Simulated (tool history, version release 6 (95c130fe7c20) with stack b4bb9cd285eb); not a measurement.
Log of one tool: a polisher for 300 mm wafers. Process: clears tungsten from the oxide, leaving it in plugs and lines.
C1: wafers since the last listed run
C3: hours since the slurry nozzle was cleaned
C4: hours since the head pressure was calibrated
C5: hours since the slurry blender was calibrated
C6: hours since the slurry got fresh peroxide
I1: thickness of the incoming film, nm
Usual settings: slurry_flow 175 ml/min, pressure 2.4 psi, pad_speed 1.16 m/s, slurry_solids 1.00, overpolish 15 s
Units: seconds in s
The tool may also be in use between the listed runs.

Run 1, day 0.000: usual settings; C1 0; wafers polished on this pad 1095; C3 2.6; C4 464.7; C5 197.7; C6 23.7; I1 433.9. Result: seconds 107.3 s.
At day 0.146: worn pad replaced by a new one.
Run 2, day 0.688: usual settings but slurry_solids 0.90; C1 115; wafers polished on this pad 115; C3 19.1; C4 481.2; C5 214.2; C6 40.2; I1 428.5. Result: seconds 106.7 s.
Run 3, day 3.271: usual settings but slurry_solids 0.90; C1 549; wafers polished on this pad 664; C3 81.1; C4 543.2; C5 276.2; C6 102.2; I1 429.3. Result: seconds 110.6 s.
Run 4, day 3.929: usual settings but slurry_solids 0.90; C1 140; wafers polished on this pad 804; C3 96.9; C4 559.0; C5 292.0; C6 118.0; I1 433.0. Result: seconds 109.6 s.
At day 4.392: slurry tank refilled with fresh slurry and peroxide.
Run 5, day 4.492: usual settings; C1 110; wafers polished on this pad 915; C3 110.4; C4 572.5; C5 305.5; C6 2.4; I1 429.2. Result: seconds 106.8 s.
At day 5.392: worn pad replaced by a new one.
Run 6, day 5.412: usual settings; C1 160; wafers polished on this pad 4; C3 132.5; C4 594.6; C5 327.6; C6 24.5; I1 427.9. Result: seconds 106.9 s.
Run 7, day 6.575: usual settings but pad_speed 1.00 m/s; C1 247; wafers polished on this pad 251; C3 160.4; C4 622.5; C5 355.5; C6 52.4; I1 431.7. Result: seconds 125.0 s.
Run 8, day 7.100: usual settings; C1 111; wafers polished on this pad 363; C3 173.0; C4 635.1; C5 368.1; C6 65.0; I1 429.2. Result: seconds 109.2 s.
Run 9, day 8.154: usual settings; C1 224; wafers polished on this pad 587; C3 198.3; C4 660.4; C5 393.4; C6 90.3; I1 432.8. Result: seconds 107.5 s.
Run 10, day 8.700: usual settings; C1 116; wafers polished on this pad 703; C3 211.4; C4 673.5; C5 406.5; C6 103.4; I1 430.8. Result: seconds 105.4 s.
At day 8.804: slurry tank refilled with fresh slurry and peroxide.
Run 11, day 9.446: usual settings; C1 149; wafers polished on this pad 853; C3 229.3; C4 691.4; C5 424.4; C6 15.4; I1 427.3. Result: seconds 107.2 s.
At day 10.658: head pressure recalibrated.
At day 10.921: worn pad replaced by a new one.
Run 12, day 10.942: usual settings but pad_speed 0.96 m/s; C1 265; wafers polished on this pad 4; C3 265.2; C4 6.8; C5 460.3; C6 51.3; I1 430.3. Result: seconds 127.7 s.
Run 13, day 12.046: usual settings; C1 234; wafers polished on this pad 239; C3 291.7; C4 33.3; C5 486.8; C6 77.8; I1 428.7. Result: seconds 105.1 s.
At day 12.212: slurry blender recalibrated.
Run 14, day 12.717: usual settings; C1 125; wafers polished on this pad 364; C3 307.8; C4 49.4; C5 12.1; C6 93.9; I1 430.2. Result: seconds 109.6 s.
At day 14.062: slurry tank refilled with fresh slurry and peroxide.
Run 15, day 14.158: usual settings but slurry_flow 200 ml/min, overpolish 10 s; C1 297; wafers polished on this pad 662; C3 342.4; C4 84.0; C5 46.7; C6 2.3; I1 423.6. Result: seconds 104.8 s.
Run 16, day 14.871: usual settings but slurry_flow 230 ml/min, pressure 3.0 psi; C1 151; wafers polished on this pad 814; C3 359.5; C4 101.1; C5 63.8; C6 19.4; I1 428.7. Result: seconds 85.3 s.
At day 15.546: worn pad replaced by a new one.
Run 17, day 18.946: usual settings but slurry_solids 0.85, overpolish 19 s; C1 831; wafers polished on this pad 723; C3 457.3; C4 198.9; C5 161.6; C6 117.2; I1 429.8. Result: seconds 112.3 s.
At day 19.025: slurry tank refilled with fresh slurry and peroxide.
Run 18, day 19.725: usual settings; C1 156; wafers polished on this pad 880; C3 476.0; C4 217.6; C5 180.3; C6 16.8; I1 432.0. Result: seconds 108.8 s.
At day 20.033: slurry nozzle cleaned.
At day 20.417: worn pad replaced by a new one.
Run 19, day 20.821: usual settings but pad_speed 1.46 m/s, overpolish 23 s; C1 188; wafers polished on this pad 85; C3 18.9; C4 243.9; C5 206.6; C6 43.1; I1 430.6. Result: seconds 87.4 s.
Run 20, day 21.638: usual settings; C1 173; wafers polished on this pad 259; C3 38.5; C4 263.5; C5 226.2; C6 62.7; I1 431.3. Result: seconds 110.2 s.
Run 21, day 22.142: usual settings but pressure 2.7 psi, pad_speed 0.80 m/s, slurry_solids 1.10, overpolish 17 s; C1 107; wafers polished on this pad 366; C3 50.6; C4 275.6; C5 238.3; C6 74.8; I1 436.7. Result: seconds 137.0 s.
Run 22, day 22.650: usual settings but slurry_flow 125 ml/min; C1 108; wafers polished on this pad 474; C3 62.8; C4 287.8; C5 250.5; C6 87.0; I1 435.3. Result: seconds 120.1 s.
Run 23, day 23.738: usual settings but pad_speed 1.02 m/s; C1 231; wafers polished on this pad 706; C3 88.9; C4 313.9; C5 276.6; C6 113.1; I1 426.8. Result: seconds 120.6 s.
At day 24.425: slurry tank refilled with fresh slurry and peroxide.
Run 24, day 24.521: usual settings; C1 157; wafers polished on this pad 864; C3 107.7; C4 332.7; C5 295.4; C6 2.3; I1 423.1. Result: seconds 105.4 s.
At day 25.388: worn pad replaced by a new one.
Run 25, day 25.408: usual settings but pressure 1.9 psi, pad_speed 1.04 m/s; C1 153; wafers polished on this pad 4; C3 129.0; C4 354.0; C5 316.7; C6 23.6; I1 436.9. Result: seconds 155.9 s.

Hidden state at the last listed run before each entry between runs and at the first one after, where it differs:
Between runs 1 and 2: worn pad replaced by a new one (day 0.146)
  no hidden state differs between the two runs
Between runs 4 and 5: slurry tank refilled with fresh slurry and peroxide (day 4.392)
  no hidden state differs between the two runs
Between runs 5 and 6: worn pad replaced by a new one (day 5.392)
  no hidden state differs between the two runs
Between runs 10 and 11: slurry tank refilled with fresh slurry and peroxide (day 8.804)
  no hidden state differs between the two runs
Between runs 11 and 12: head pressure recalibrated (day 10.658); worn pad replaced by a new one (day 10.921)
  no hidden state differs between the two runs
Between runs 13 and 14: slurry blender recalibrated (day 12.212)
  no hidden state differs between the two runs
Between runs 14 and 15: slurry tank refilled with fresh slurry and peroxide (day 14.062)
  no hidden state differs between the two runs
Between runs 16 and 17: worn pad replaced by a new one (day 15.546)
  no hidden state differs between the two runs
Between runs 17 and 18: slurry tank refilled with fresh slurry and peroxide (day 19.025)
  no hidden state differs between the two runs
Between runs 18 and 19: slurry nozzle cleaned (day 20.033); worn pad replaced by a new one (day 20.417)
  no hidden state differs between the two runs
Between runs 23 and 24: slurry tank refilled with fresh slurry and peroxide (day 24.425)
  no hidden state differs between the two runs
Between runs 24 and 25: worn pad replaced by a new one (day 25.388)
  no hidden state differs between the two runs

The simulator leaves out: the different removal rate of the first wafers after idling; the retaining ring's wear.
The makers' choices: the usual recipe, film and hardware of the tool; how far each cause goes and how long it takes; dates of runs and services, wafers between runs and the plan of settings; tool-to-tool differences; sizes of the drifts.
